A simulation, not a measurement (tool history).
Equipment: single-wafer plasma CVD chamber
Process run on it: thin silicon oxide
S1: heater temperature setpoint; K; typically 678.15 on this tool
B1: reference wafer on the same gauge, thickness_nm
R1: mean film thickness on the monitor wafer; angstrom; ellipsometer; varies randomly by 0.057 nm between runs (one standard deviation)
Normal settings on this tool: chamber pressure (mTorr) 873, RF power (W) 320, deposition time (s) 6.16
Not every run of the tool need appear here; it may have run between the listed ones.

run 1 day=0 | S1=690.15 chamber_pressure_(mTorr)=873 RF_power_(W)=320 deposition_time_(s)=5.82 | B1=14.122 | R1=108.47
run 2 day=2.942 | S1=690.15 chamber_pressure_(mTorr)=873 RF_power_(W)=320 deposition_time_(s)=5.82 | B1=14.137 | R1=107.58
run 3 day=5.567 | S1=678.15 chamber_pressure_(mTorr)=873 RF_power_(W)=320 deposition_time_(s)=5.2 | B1=14.093 | R1=98.1
run 4 day=8.442 | S1=671.15 chamber_pressure_(mTorr)=873 RF_power_(W)=320 deposition_time_(s)=6.16 | B1=14.091 | R1=114.16
run 5 day=9.479 | S1=671.15 chamber_pressure_(mTorr)=873 RF_power_(W)=320 deposition_time_(s)=6.16 | B1=14.084 | R1=115.41
run 6 day=12.146 | S1=678.15 chamber_pressure_(mTorr)=873 RF_power_(W)=320 deposition_time_(s)=6.16 | B1=14.11 | R1=114.73
-- day=13.271 RF generator calibrated
-- day=13.679 showerhead replaced, of another model than before
run 7 day=14.675 | S1=678.15 chamber_pressure_(mTorr)=873 RF_power_(W)=320 deposition_time_(s)=6.16 | B1=14.088 | R1=119.08
run 8 day=15.904 | S1=678.15 chamber_pressure_(mTorr)=873 RF_power_(W)=320 deposition_time_(s)=6.16 | B1=14.128 | R1=119.05
-- day=17.067 capacitance manometer re-zeroed and calibrated
-- day=17.958 thermocouple changed; heater temperature recalibrated
run 9 day=18.833 | S1=678.15 chamber_pressure_(mTorr)=873 RF_power_(W)=320 deposition_time_(s)=6.16 | B1=14.127 | R1=125.82
-- day=19.033 gauge calibrated
run 10 day=20.462 | S1=678.15 chamber_pressure_(mTorr)=873 RF_power_(W)=255 deposition_time_(s)=5.06 | B1=14.093 | R1=87.11
run 11 day=21.608 | S1=678.15 chamber_pressure_(mTorr)=873 RF_power_(W)=320 deposition_time_(s)=7.07 | B1=14.114 | R1=142.47
run 12 day=22.788 | S1=678.15 chamber_pressure_(mTorr)=873 RF_power_(W)=365 deposition_time_(s)=6.92 | B1=14.063 | R1=148.91
run 13 day=25.333 | S1=688.15 chamber_pressure_(mTorr)=1087 RF_power_(W)=320 deposition_time_(s)=6.16 | B1=14.093 | R1=139.86
run 14 day=26.767 | S1=669.15 chamber_pressure_(mTorr)=988 RF_power_(W)=270 deposition_time_(s)=5.85 | B1=14.082 | R1=113.27
run 15 day=27.896 | S1=678.15 chamber_pressure_(mTorr)=873 RF_power_(W)=320 deposition_time_(s)=5.62 | B1=14.099 | R1=112.09
run 16 day=29.171 | S1=678.15 chamber_pressure_(mTorr)=873 RF_power_(W)=365 deposition_time_(s)=6.92 | B1=14.086 | R1=147.51

4 ways to go on from here, each from the tool as it stands after run 16. What would each give?
run A day=29.188 | S1=678.15 chamber_pressure_(mTorr)=873 RF_power_(W)=340 deposition_time_(s)=6.16 | B1=? | R1=?
run B day=29.188 | S1=689.15 chamber_pressure_(mTorr)=873 RF_power_(W)=320 deposition_time_(s)=6.16 | B1=? | R1=?
run C day=29.188 | S1=678.15 chamber_pressure_(mTorr)=805 RF_power_(W)=320 deposition_time_(s)=7.13 | B1=? | R1=?
run D day=29.188 | S1=678.15 chamber_pressure_(mTorr)=873 RF_power_(W)=380 deposition_time_(s)=5.84 | B1=? | R1=?

run=A B1=14.126 R1=127.15
run=B B1=14.126 R1=122.01
run=C B1=14.126 R1=134.87
run=D B1=14.126 R1=127.62
Without the tool's unlogged condition, the same runs would have read:
run=A R1=130.19
run=B R1=124.93
run=C R1=138.5
run=D R1=130.67
